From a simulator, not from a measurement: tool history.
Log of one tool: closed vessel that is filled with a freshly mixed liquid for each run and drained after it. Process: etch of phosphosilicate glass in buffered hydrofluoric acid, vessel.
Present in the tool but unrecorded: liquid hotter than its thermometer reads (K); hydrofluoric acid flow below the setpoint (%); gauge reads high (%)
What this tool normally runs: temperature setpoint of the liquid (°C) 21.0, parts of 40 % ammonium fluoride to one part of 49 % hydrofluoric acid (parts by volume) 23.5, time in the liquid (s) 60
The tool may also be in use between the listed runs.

run,hour,temperature setpoint of the liquid (°C),parts of 40 % ammonium fluoride to one part of 49 % hydrofluoric acid (parts by volume),time in the liquid (s),wafers since the last listed run,hours since the thermometer was replaced,hours since the hydrofluoric acid flow meter was replaced,hours since the gauge calibration,"read-back film thickness of the phosphosilicate glass reference wafer, read on the same gauge (nm)",thickness taken off the phosphosilicate glass on a monitor wafer (Å)
1,0.0,21.0,23.5,60,0,638.4,1848.2,283.1,130.00,2453.7
2,15.5,21.0,23.5,60,1125,653.9,1863.7,298.6,130.03,2444.7
# hour 18.5: hydrofluoric acid flow meter replaced
# hour 29.3: thermometer replaced
3,32.3,21.0,23.5,60,1075,3.0,13.8,315.4,130.01,2319.5
4,38.5,21.0,23.5,60,450,9.2,20.0,321.6,129.97,2348.0
5,65.1,21.0,23.5,60,1932,35.8,46.6,348.2,130.00,2331.6
6,77.0,21.0,16.0,45,864,47.7,58.5,360.1,130.02,2422.8
7,86.4,24.0,30.0,90,682,57.1,67.9,369.5,130.00,3480.7
8,96.5,17.0,23.5,45,733,67.2,78.0,379.6,130.00,1388.7
9,102.6,21.0,30.0,45,443,73.3,84.1,385.7,130.02,1467.1
10,118.4,21.0,23.5,40,1147,89.1,99.9,401.5,129.98,1575.6
11,125.2,21.0,17.5,60,493,95.9,106.7,408.3,129.99,2937.6
12,139.8,25.5,18.0,35,1060,110.5,121.3,422.9,129.97,2163.9
13,146.7,19.5,23.5,60,501,117.4,128.2,429.8,129.99,2140.8
14,173.9,25.0,28.0,40,1975,144.6,155.4,457.0,129.98,1733.3
15,185.6,25.0,30.0,90,849,156.3,167.1,468.7,129.98,3685.7
# hour 188.7: gauge calibrated
16,202.3,21.0,23.5,60,1213,173.0,183.8,13.6,130.01,2331.4
17,214.5,21.0,23.5,60,886,185.2,196.0,25.8,130.02,2335.5
18,229.1,25.5,23.5,90,1060,199.8,210.6,40.4,130.00,4539.6
19,238.1,21.0,23.5,90,653,208.8,219.6,49.4,129.98,3567.9
20,246.8,25.5,21.0,40,631,217.5,228.3,58.1,130.01,2168.1
21,254.4,21.0,27.5,60,552,225.1,235.9,65.7,129.99,2160.0
22,266.4,17.5,28.0,90,871,237.1,247.9,77.7,129.99,2622.4

Run 23 comes next. What will it give?
23,281.3,17.0,30.0,90,1082,252.0,262.8,92.6,?,?

{"run 23": {"read-back film thickness of the phosphosilicate glass reference wafer, read on the same gauge (nm)": 130.0, "thickness taken off the phosphosilicate glass on a monitor wafer (Å)": 2386.6}}
If the tool had no hidden condition, the same run with the same run-to-run variation would have returned thickness taken off the phosphosilicate glass on a monitor wafer (Å) 2317.8.

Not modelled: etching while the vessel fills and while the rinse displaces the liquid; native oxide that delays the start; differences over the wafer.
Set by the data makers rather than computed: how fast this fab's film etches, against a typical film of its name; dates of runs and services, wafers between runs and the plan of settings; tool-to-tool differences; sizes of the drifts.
